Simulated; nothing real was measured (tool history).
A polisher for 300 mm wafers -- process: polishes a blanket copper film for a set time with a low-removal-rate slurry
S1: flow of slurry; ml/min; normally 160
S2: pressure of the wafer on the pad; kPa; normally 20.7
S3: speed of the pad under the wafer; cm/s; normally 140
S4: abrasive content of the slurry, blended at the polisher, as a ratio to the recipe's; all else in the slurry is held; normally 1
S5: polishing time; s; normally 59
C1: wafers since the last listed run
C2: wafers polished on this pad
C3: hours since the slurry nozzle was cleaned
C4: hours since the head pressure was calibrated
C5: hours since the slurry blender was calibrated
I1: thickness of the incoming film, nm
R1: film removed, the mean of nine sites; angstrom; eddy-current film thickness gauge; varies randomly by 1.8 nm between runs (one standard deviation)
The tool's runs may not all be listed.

Run 1, hour 0: usual settings; C1 0; C2 1143; C3 779.5; C4 622.2; C5 29.7; I1 1301.8. Result: R1 2188 angstrom.
Run 2, hour 25.6: usual settings but S1 130 ml/min; C1 169; C2 1312; C3 805.1; C4 647.8; C5 55.3; I1 1301.5. Result: R1 2056 angstrom.
At hour 45.3: worn pad replaced by a new one.
Run 3, hour 49.2: usual settings but S1 130 ml/min; C1 129; C2 25; C3 828.7; C4 671.4; C5 78.9; I1 1317.3. Result: R1 2061 angstrom.
Run 4, hour 66: usual settings but S1 130 ml/min; C1 110; C2 136; C3 845.5; C4 688.2; C5 95.7; I1 1308.4. Result: R1 2031 angstrom.
Run 5, hour 88.5: usual settings but S3 172 cm/s; C1 148; C2 285; C3 868; C4 710.7; C5 118.2; I1 1290.4. Result: R1 2564 angstrom.
Run 6, hour 108.9: usual settings but S3 172 cm/s; C1 134; C2 419; C3 888.4; C4 731.1; C5 138.6; I1 1291.5. Result: R1 2599 angstrom.
At hour 118: slurry nozzle cleaned.
Run 7, hour 125.9: usual settings; C1 105; C2 525; C3 7.9; C4 748.1; C5 155.6; I1 1307.6. Result: R1 2350 angstrom.
Run 8, hour 158.4: usual settings; C1 214; C2 740; C3 40.4; C4 780.6; C5 188.1; I1 1294.2. Result: R1 2363 angstrom.
Run 9, hour 192.2: usual settings; C1 223; C2 963; C3 74.2; C4 814.4; C5 221.9; I1 1295.9. Result: R1 2412 angstrom.
At hour 203.7: slurry blender recalibrated.
Run 10, hour 257.9: usual settings but S2 27.6 kPa, S3 176 cm/s, S5 64 s; C1 420; C2 1384; C3 139.9; C4 880.1; C5 54.2; I1 1288.9. Result: R1 4253 angstrom.
At hour 281.7: worn pad replaced by a new one.
Run 11, hour 285: usual settings but S2 27.6 kPa; C1 152; C2 21; C3 167; C4 907.2; C5 81.3; I1 1311.5. Result: R1 3215 angstrom.
At hour 291.2: head pressure recalibrated.
Run 12, hour 301.7: usual settings; C1 97; C2 118; C3 183.7; C4 10.5; C5 98; I1 1289. Result: R1 2167 angstrom.
Run 13, hour 318.2: usual settings but S3 178 cm/s, S4 0.8; C1 108; C2 227; C3 200.2; C4 27; C5 114.5; I1 1302.2. Result: R1 2583 angstrom.
Run 14, hour 341.5: usual settings but S3 184 cm/s; C1 153; C2 381; C3 223.5; C4 50.3; C5 137.8; I1 1291.8. Result: R1 2838 angstrom.
Run 15, hour 372.2: usual settings but S2 18.6 kPa, S4 1.2; C1 202; C2 584; C3 254.2; C4 81; C5 168.5; I1 1320.6. Result: R1 2083 angstrom.
Run 16, hour 391.2: usual settings but S1 125 ml/min, S2 17.9 kPa, S3 112 cm/s, S4 0.85; C1 125; C2 709; C3 273.2; C4 100; C5 187.5; I1 1274.7. Result: R1 1434 angstrom.
Run 17, hour 422.5: usual settings but S2 24.8 kPa, S3 174 cm/s, S4 1.2, S5 47 s; C1 206; C2 916; C3 304.5; C4 131.3; C5 218.8; I1 1296.3. Result: R1 2672 angstrom.
At hour 448.2: slurry blender recalibrated.
Run 18, hour 452.7: usual settings but S3 104 cm/s, S4 1.25; C1 186; C2 1102; C3 334.7; C4 161.5; C5 4.5; I1 1296.8. Result: R1 1777 angstrom.
Run 19, hour 482.7: usual settings but S5 46 s; C1 198; C2 1301; C3 364.7; C4 191.5; C5 34.5; I1 1293.3. Result: R1 1691 angstrom.
At hour 498: worn pad replaced by a new one.
Run 20, hour 516.9: usual settings; C1 199; C2 124; C3 398.9; C4 225.7; C5 68.7; I1 1302.5. Result: R1 2228 angstrom.
Run 21, hour 538.5: usual settings; C1 142; C2 267; C3 420.5; C4 247.3; C5 90.3; I1 1290.5. Result: R1 2171 angstrom.
Run 22, hour 556: usual settings but S2 23.4 kPa, S3 160 cm/s; C1 115; C2 383; C3 438; C4 264.8; C5 107.8; I1 1290.9. Result: R1 2824 angstrom.
Run 23, hour 582.1: usual settings but S2 15.2 kPa; C1 172; C2 555; C3 464.1; C4 290.9; C5 133.9; I1 1288.5. Result: R1 1628 angstrom.
Run 24, hour 614.8: usual settings but S1 210 ml/min, S3 156 cm/s; C1 215; C2 771; C3 496.8; C4 323.6; C5 166.6; I1 1292.6. Result: R1 2521 angstrom.
Run 25, hour 632.5: usual settings but S1 195 ml/min, S2 22.8 kPa, S4 1.3; C1 116; C2 888; C3 514.5; C4 341.3; C5 184.3; I1 1297.2. Result: R1 2694 angstrom.
Run 26, hour 662: usual settings; C1 194; C2 1083; C3 544; C4 370.8; C5 213.8; I1 1300.2. Result: R1 2195 angstrom.
At hour 664.9: slurry blender recalibrated.
Run 27, hour 696.4: usual settings but S3 160 cm/s, S5 76 s; C1 213; C2 1297; C3 578.4; C4 405.2; C5 31.5; I1 1291.2. Result: R1 3204 angstrom.
Run 28, hour 716.3: usual settings; C1 131; C2 1428; C3 598.3; C4 425.1; C5 51.4; I1 1306.8. Result: R1 2172 angstrom.
At hour 739.4: worn pad replaced by a new one.
Run 29, hour 739.9: usual settings but S4 0.8; C1 129; C2 3; C3 621.9; C4 448.7; C5 75; I1 1297. Result: R1 2064 angstrom.

What the log doesn't show, run by run:
removal rate lost through wear of the pad, %: 0 on each run
abrasive missing from the slurry, %: 0 on each run
H1: slurry flow missing at the pad, %
H2: deviation of the head's pressure from its setpoint, %
run    H1    H2
  1  36.8  7.31
  2  37.9  7.58
  3    39  7.83
  4  39.8  8.01
  5  40.8  8.25
  6  41.7  8.46
  7  1.96  8.64
  8  3.44  8.99
  9  4.97  9.35
 10  7.96    10
 11  9.19  10.3
 12  9.95  1.58
 13  10.7  1.76
 14  11.8     2
 15  13.2  2.33
 16    14  2.53
 17  15.4  2.86
 18  16.8  3.18
 19  18.2   3.5
 20  19.7  3.86
 21  20.7  4.09
 22  21.5  4.28
 23  22.7  4.55
 24  24.2   4.9
 25    25  5.09
 26  26.3   5.4
 27  27.9  5.77
 28  28.8  5.98
 29  29.9  6.23
